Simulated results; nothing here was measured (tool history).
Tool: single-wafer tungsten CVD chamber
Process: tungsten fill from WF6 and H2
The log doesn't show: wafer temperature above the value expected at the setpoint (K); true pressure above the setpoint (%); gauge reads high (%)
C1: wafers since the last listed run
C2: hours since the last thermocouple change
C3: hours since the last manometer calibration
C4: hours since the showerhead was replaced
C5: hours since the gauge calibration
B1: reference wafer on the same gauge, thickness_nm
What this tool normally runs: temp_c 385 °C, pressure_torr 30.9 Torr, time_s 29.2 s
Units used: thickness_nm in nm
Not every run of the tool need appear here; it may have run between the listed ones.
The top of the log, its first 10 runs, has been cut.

Run 11, hour 148.3: usual settings but time_s 26.1 s; C1 212; C2 2163.6; C3 2500.7; C4 3906.9; C5 155.2; B1 81.071. Result: thickness_nm 68.185 nm.
At hour 179.4: thermocouple changed; heater temperature recalibrated.
Run 12, hour 195.4: usual settings but time_s 26.1 s; C1 561; C2 16; C3 2547.8; C4 3954; C5 202.3; B1 81.116. Result: thickness_nm 50.601 nm.
At hour 206.8: capacitance manometer re-zeroed and calibrated.
At hour 209.3: showerhead replaced.
Run 13, hour 209.8: usual settings but time_s 25.8 s; C1 57; C2 30.4; C3 3; C4 0.5; C5 216.7; B1 81.097. Result: thickness_nm 50.107 nm.
Run 14, hour 213.3: usual settings but time_s 25.8 s; C1 50; C2 33.9; C3 6.5; C4 4; C5 220.2; B1 80.95. Result: thickness_nm 50.601 nm.
Run 15, hour 223.1: usual settings; C1 140; C2 43.7; C3 16.3; C4 13.8; C5 230; B1 81.094. Result: thickness_nm 56.748 nm.
Run 16, hour 234.4: usual settings but temp_c 380 °C, pressure_torr 25.2 Torr; C1 162; C2 55; C3 27.6; C4 25.1; C5 241.3; B1 81.059. Result: thickness_nm 45.201 nm.
Run 17, hour 241.4: usual settings but pressure_torr 26.1 Torr; C1 100; C2 62; C3 34.6; C4 32.1; C5 248.3; B1 81.15. Result: thickness_nm 52.16 nm.
Run 18, hour 251.2: usual settings but time_s 24.9 s; C1 140; C2 71.8; C3 44.4; C4 41.9; C5 258.1; B1 80.973. Result: thickness_nm 48.729 nm.
Run 19, hour 263.5: usual settings but time_s 31.9 s; C1 176; C2 84.1; C3 56.7; C4 54.2; C5 270.4; B1 81.101. Result: thickness_nm 62.34 nm.
At hour 271.8: thermocouple changed; heater temperature recalibrated, repeated, since the last time left the tool worse.
Run 20, hour 272.5: usual settings; C1 14; C2 0.7; C3 65.7; C4 63.2; C5 279.4; B1 81.042. Result: thickness_nm 68.653 nm.
At hour 279.6: gauge calibrated.
Run 21, hour 280.7: usual settings but temp_c 398 °C, pressure_torr 34.1 Torr, time_s 24.7 s; C1 117; C2 8.9; C3 73.9; C4 71.4; C5 1.1; B1 81.08. Result: thickness_nm 80.332 nm.
Run 22, hour 288.2: usual settings but temp_c 392 °C, pressure_torr 28 Torr, time_s 24.2 s; C1 107; C2 16.4; C3 81.4; C4 78.9; C5 8.6; B1 81.087. Result: thickness_nm 61.902 nm.
Run 23, hour 297.3: usual settings but time_s 25.8 s; C1 130; C2 25.5; C3 90.5; C4 88; C5 17.7; B1 81.174. Result: thickness_nm 60.709 nm.
Run 24, hour 309.3: usual settings but pressure_torr 33.7 Torr, time_s 26.3 s; C1 172; C2 37.5; C3 102.5; C4 100; C5 29.7; B1 81.133. Result: thickness_nm 63.348 nm.
Run 25, hour 362.7: usual settings but temp_c 392 °C, pressure_torr 25.2 Torr; C1 767; C2 90.9; C3 155.9; C4 153.4; C5 83.1; B1 81.086. Result: thickness_nm 71.219 nm.
Run 26, hour 376.7: usual settings but time_s 31.9 s; C1 201; C2 104.9; C3 169.9; C4 167.4; C5 97.1; B1 80.96. Result: thickness_nm 74.982 nm.
Run 27, hour 392.1: usual settings; C1 221; C2 120.3; C3 185.3; C4 182.8; C5 112.5; B1 80.996. Result: thickness_nm 68.176 nm.
Run 28, hour 407.1: usual settings but temp_c 377 °C; C1 215; C2 135.3; C3 200.3; C4 197.8; C5 127.5; B1 81.089. Result: thickness_nm 56.711 nm.
Run 29, hour 418.8: usual settings but temp_c 397 °C, pressure_torr 28.3 Torr; C1 168; C2 147; C3 212; C4 209.5; C5 139.2; B1 81.137. Result: thickness_nm 84.473 nm.
Run 30, hour 433.8: usual settings but temp_c 390 °C, pressure_torr 37.6 Torr; C1 215; C2 162; C3 227; C4 224.5; C5 154.2; B1 81.101. Result: thickness_nm 84.848 nm.

Here are 4 independent what-if runs from the current tool condition. What would each one return?
Run A, hour 434.2: usual settings but pressure_torr 27.3 Torr; C1 5; C2 162.4; C3 227.4; C4 224.9; C5 154.6; B1 ?. Result: thickness_nm ?.
Run B, hour 434.2: usual settings but temp_c 376 °C, time_s 27 s; C1 5; C2 162.4; C3 227.4; C4 224.9; C5 154.6; B1 ?. Result: thickness_nm ?.
Run C, hour 434.2: usual settings but pressure_torr 35.7 Torr; C1 5; C2 162.4; C3 227.4; C4 224.9; C5 154.6; B1 ?. Result: thickness_nm ?.
Run D, hour 434.2: usual settings but temp_c 377 °C, pressure_torr 35.7 Torr, time_s 31.3 s; C1 5; C2 162.4; C3 227.4; C4 224.9; C5 154.6; B1 ?. Result: thickness_nm ?.

run     B1  thickness_nm
  A  81.14        64.138
  B  81.14        51.477
  C  81.14        73.938
  D  81.14        65.933
With no hidden state in the tool, these same runs would have given:
run  thickness_nm
  A        63.768
  B        51.167
  C        73.512
  D        65.537
